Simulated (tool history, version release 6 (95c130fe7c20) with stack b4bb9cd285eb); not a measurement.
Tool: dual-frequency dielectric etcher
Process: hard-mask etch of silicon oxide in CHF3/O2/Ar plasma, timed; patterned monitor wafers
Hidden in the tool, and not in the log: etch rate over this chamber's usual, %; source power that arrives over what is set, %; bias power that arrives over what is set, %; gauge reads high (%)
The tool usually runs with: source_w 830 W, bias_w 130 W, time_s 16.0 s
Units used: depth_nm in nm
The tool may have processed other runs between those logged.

| run | hour | source_w | bias_w | time_s | wafers since the last listed run | hours since the last wet clean | hours since the last source power generator calibration | hours since the last bias power generator calibration | hours since the last upper electrode change | hours since the gauge calibration | read-back reference wafer on the same gauge, depth_nm | depth_nm |
|---|---|---|---|---|---|---|---|---|---|---|---|---|
| 1 | 0.0 | 830 | 130 | 13.0 | 0 | 129.8 | 4678.7 | 1865.4 | 4573.9 | 251.5 | 35.89 | 27.07 |
| 2 | 57.5 | 830 | 130 | 16.0 | 927 | 187.3 | 4736.2 | 1922.9 | 4631.4 | 309.0 | 35.89 | 33.32 |
| 3 | 120.9 | 830 | 130 | 16.0 | 1022 | 250.7 | 4799.6 | 1986.3 | 4694.8 | 372.4 | 35.91 | 33.46 |
| 4 | 156.4 | 830 | 130 | 16.0 | 572 | 286.2 | 4835.1 | 2021.8 | 4730.3 | 407.9 | 35.92 | 33.38 |
| 5 | 204.9 | 830 | 130 | 16.0 | 782 | 334.7 | 4883.6 | 2070.3 | 4778.8 | 456.4 | 35.92 | 33.18 |
| 6 | 272.5 | 830 | 130 | 16.0 | 1090 | 402.3 | 4951.2 | 2137.9 | 4846.4 | 524.0 | 35.90 | 33.27 |
| 7 | 303.4 | 830 | 130 | 16.0 | 498 | 433.2 | 4982.1 | 2168.8 | 4877.3 | 554.9 | 35.92 | 33.12 |
|  | 310.8 | source power generator calibrated |
|  | 335.3 | upper electrode replaced |
| 8 | 368.3 | 930 | 145 | 16.0 | 594 | 498.1 | 57.5 | 2233.7 | 33.0 | 619.8 | 35.91 | 36.41 |
| 9 | 393.0 | 830 | 130 | 16.0 | 398 | 522.8 | 82.2 | 2258.4 | 57.7 | 644.5 | 35.90 | 32.91 |
|  | 431.8 | bias power generator calibrated |
| 10 | 442.9 | 650 | 99 | 16.0 | 740 | 572.7 | 132.1 | 11.1 | 107.6 | 694.4 | 35.89 | 26.18 |
|  | 469.8 | wet clean of the chamber |
| 11 | 507.9 | 930 | 156 | 14.5 | 661 | 38.1 | 197.1 | 76.1 | 172.6 | 759.4 | 35.92 | 34.28 |
|  | 542.9 | gauge calibrated |
| 12 | 575.9 | 930 | 156 | 14.5 | 1096 | 106.1 | 265.1 | 144.1 | 240.6 | 33.0 | 35.89 | 34.35 |
| 13 | 616.2 | 1010 | 130 | 18.0 | 649 | 146.4 | 305.4 | 184.4 | 280.9 | 73.3 | 35.88 | 41.19 |
| 14 | 679.1 | 940 | 130 | 14.5 | 1014 | 209.3 | 368.3 | 247.3 | 343.8 | 136.2 | 35.90 | 32.16 |
| 15 | 741.7 | 700 | 130 | 11.5 | 1009 | 271.9 | 430.9 | 309.9 | 406.4 | 198.8 | 35.94 | 21.85 |
| 16 | 791.4 | 740 | 145 | 19.5 | 801 | 321.6 | 480.6 | 359.6 | 456.1 | 248.5 | 35.86 | 39.60 |

How the hidden state differs across the entries between the runs, from the last listed run before each to the first after it:
Between runs 7 and 8: source power generator calibrated (hour 310.8); upper electrode replaced (hour 335.3)
  etch rate over this chamber's usual, %: -1.03 -> -1.19
  the result without the hidden state subtracted from the measured one, depth_nm: -0.34 -> -0.44 nm
Between runs 9 and 10: bias power generator calibrated (hour 431.8)
  etch rate over this chamber's usual, %: -1.25 -> -1.37
  the result without the hidden state subtracted from the measured one, depth_nm: -0.42 -> -0.36 nm
Between runs 10 and 11: wet clean of the chamber (hour 469.8)
  etch rate over this chamber's usual, %: -1.37 -> -0.113
  the result without the hidden state subtracted from the measured one, depth_nm: -0.36 -> -0.04 nm
Between runs 11 and 12: gauge calibrated (hour 542.9)
  etch rate over this chamber's usual, %: -0.113 -> -0.282
  the result without the hidden state subtracted from the measured one, depth_nm: -0.04 -> -0.10 nm
